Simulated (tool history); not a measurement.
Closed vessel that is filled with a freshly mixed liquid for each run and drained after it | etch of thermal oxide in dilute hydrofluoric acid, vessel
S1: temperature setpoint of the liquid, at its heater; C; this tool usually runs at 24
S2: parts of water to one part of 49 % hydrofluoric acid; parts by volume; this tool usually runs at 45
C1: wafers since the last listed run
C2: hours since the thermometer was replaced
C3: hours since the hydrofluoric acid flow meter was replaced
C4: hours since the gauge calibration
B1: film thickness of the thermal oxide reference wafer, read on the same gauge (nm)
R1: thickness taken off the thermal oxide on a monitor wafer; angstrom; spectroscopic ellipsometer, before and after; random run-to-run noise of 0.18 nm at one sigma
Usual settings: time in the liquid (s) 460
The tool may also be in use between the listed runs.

{"run": 1, "hour": 0.0, "S1": 24, "S2": 45, "time in the liquid (s)": 325, "C1": 0, "C2": 1885, "C3": 1615.7, "C4": 171.2, "B1": 29.94, "R1": 371.4}
{"run": 2, "hour": 29.3, "S1": 24, "S2": 45, "time in the liquid (s)": 460, "C1": 2103, "C2": 1914.3, "C3": 1645, "C4": 200.5, "B1": 29.91, "R1": 523.9}
{"run": 3, "hour": 64.6, "S1": 24, "S2": 45, "time in the liquid (s)": 460, "C1": 2534, "C2": 1949.6, "C3": 1680.3, "C4": 235.8, "B1": 29.89, "R1": 522.6}
{"run": 4, "hour": 115.2, "S1": 24, "S2": 45, "time in the liquid (s)": 460, "C1": 3633, "C2": 2000.2, "C3": 1730.9, "C4": 286.4, "B1": 29.84, "R1": 524.7}
{"run": 5, "hour": 146.6, "S1": 24, "S2": 45, "time in the liquid (s)": 460, "C1": 2254, "C2": 2031.6, "C3": 1762.3, "C4": 317.8, "B1": 29.84, "R1": 524.4}
{"run": 6, "hour": 196.6, "S1": 24, "S2": 45, "time in the liquid (s)": 460, "C1": 3590, "C2": 2081.6, "C3": 1812.3, "C4": 367.8, "B1": 29.77, "R1": 523.2}
{"run": 7, "hour": 231.1, "S1": 24, "S2": 45, "time in the liquid (s)": 460, "C1": 2477, "C2": 2116.1, "C3": 1846.8, "C4": 402.3, "B1": 29.71, "R1": 518.9}
{"run": 8, "hour": 302.0, "S1": 24, "S2": 45, "time in the liquid (s)": 460, "C1": 5090, "C2": 2187, "C3": 1917.7, "C4": 473.2, "B1": 29.65, "R1": 521.7}
{"run": 9, "hour": 364.2, "S1": 24, "S2": 45, "time in the liquid (s)": 460, "C1": 4466, "C2": 2249.2, "C3": 1979.9, "C4": 535.4, "B1": 29.57, "R1": 519.3}
{"hour": 396.3, "done": "hydrofluoric acid flow meter replaced"}
{"run": 10, "hour": 416.6, "S1": 24, "S2": 45, "time in the liquid (s)": 460, "C1": 3690, "C2": 2301.6, "C3": 20.3, "C4": 587.8, "B1": 29.48, "R1": 517.7}
{"run": 11, "hour": 481.7, "S1": 24, "S2": 45, "time in the liquid (s)": 460, "C1": 4674, "C2": 2366.7, "C3": 85.4, "C4": 652.9, "B1": 29.4, "R1": 516.6}
{"run": 12, "hour": 532.1, "S1": 24, "S2": 45, "time in the liquid (s)": 460, "C1": 3618, "C2": 2417.1, "C3": 135.8, "C4": 703.3, "B1": 29.3, "R1": 512.6}
{"hour": 540.4, "done": "thermometer replaced"}
{"run": 13, "hour": 571.5, "S1": 19.5, "S2": 45, "time in the liquid (s)": 310, "C1": 2757, "C2": 31.1, "C3": 175.2, "C4": 742.7, "B1": 29.22, "R1": 285.8}
{"run": 14, "hour": 597.5, "S1": 24, "S2": 45, "time in the liquid (s)": 630, "C1": 1866, "C2": 57.1, "C3": 201.2, "C4": 768.7, "B1": 29.11, "R1": 696.6}
{"hour": 602.1, "done": "gauge calibrated"}
{"run": 15, "hour": 657.7, "S1": 24, "S2": 25, "time in the liquid (s)": 460, "C1": 4322, "C2": 117.3, "C3": 261.4, "C4": 55.6, "B1": 30.05, "R1": 973.3}
{"run": 16, "hour": 729.0, "S1": 20, "S2": 45, "time in the liquid (s)": 460, "C1": 5119, "C2": 188.6, "C3": 332.7, "C4": 126.9, "B1": 29.99, "R1": 445}
{"run": 17, "hour": 798.6, "S1": 27, "S2": 55, "time in the liquid (s)": 720, "C1": 4997, "C2": 258.2, "C3": 402.3, "C4": 196.5, "B1": 30, "R1": 748.9}
{"run": 18, "hour": 822.7, "S1": 28.5, "S2": 60, "time in the liquid (s)": 460, "C1": 1730, "C2": 282.3, "C3": 426.4, "C4": 220.6, "B1": 29.95, "R1": 461.5}
{"run": 19, "hour": 871.5, "S1": 20, "S2": 60, "time in the liquid (s)": 320, "C1": 3504, "C2": 331.1, "C3": 475.2, "C4": 269.4, "B1": 29.92, "R1": 227.9}
{"run": 20, "hour": 899.6, "S1": 24, "S2": 45, "time in the liquid (s)": 460, "C1": 2017, "C2": 359.2, "C3": 503.3, "C4": 297.5, "B1": 29.92, "R1": 523.4}
{"run": 21, "hour": 966.8, "S1": 24, "S2": 45, "time in the liquid (s)": 700, "C1": 4825, "C2": 426.4, "C3": 570.5, "C4": 364.7, "B1": 29.87, "R1": 795.2}
{"run": 22, "hour": 1013.8, "S1": 24, "S2": 35, "time in the liquid (s)": 460, "C1": 3374, "C2": 473.4, "C3": 617.5, "C4": 411.7, "B1": 29.77, "R1": 681.8}

Branching from run 22: 4 alternative next runs. What would each branch give?
{"run": "A", "hour": 1014.6, "S1": 24, "S2": 45, "time in the liquid (s)": 530, "C1": 57, "C2": 474.2, "C3": 618.3, "C4": 412.5, "B1": "?", "R1": "?"}
{"run": "B", "hour": 1014.6, "S1": 28.5, "S2": 65, "time in the liquid (s)": 600, "C1": 57, "C2": 474.2, "C3": 618.3, "C4": 412.5, "B1": "?", "R1": "?"}
{"run": "C", "hour": 1014.6, "S1": 24, "S2": 45, "time in the liquid (s)": 220, "C1": 57, "C2": 474.2, "C3": 618.3, "C4": 412.5, "B1": "?", "R1": "?"}
{"run": "D", "hour": 1014.6, "S1": 28, "S2": 55, "time in the liquid (s)": 255, "C1": 57, "C2": 474.2, "C3": 618.3, "C4": 412.5, "B1": "?", "R1": "?"}

run=A B1=29.81 R1=602.8
run=B B1=29.81 R1=550.7
run=C B1=29.81 R1=250.2
run=D B1=29.81 R1=275.2
With no hidden state in the tool, these same runs would have given:
run=A R1=606.9
run=B R1=554.4
run=C R1=251.9
run=D R1=277

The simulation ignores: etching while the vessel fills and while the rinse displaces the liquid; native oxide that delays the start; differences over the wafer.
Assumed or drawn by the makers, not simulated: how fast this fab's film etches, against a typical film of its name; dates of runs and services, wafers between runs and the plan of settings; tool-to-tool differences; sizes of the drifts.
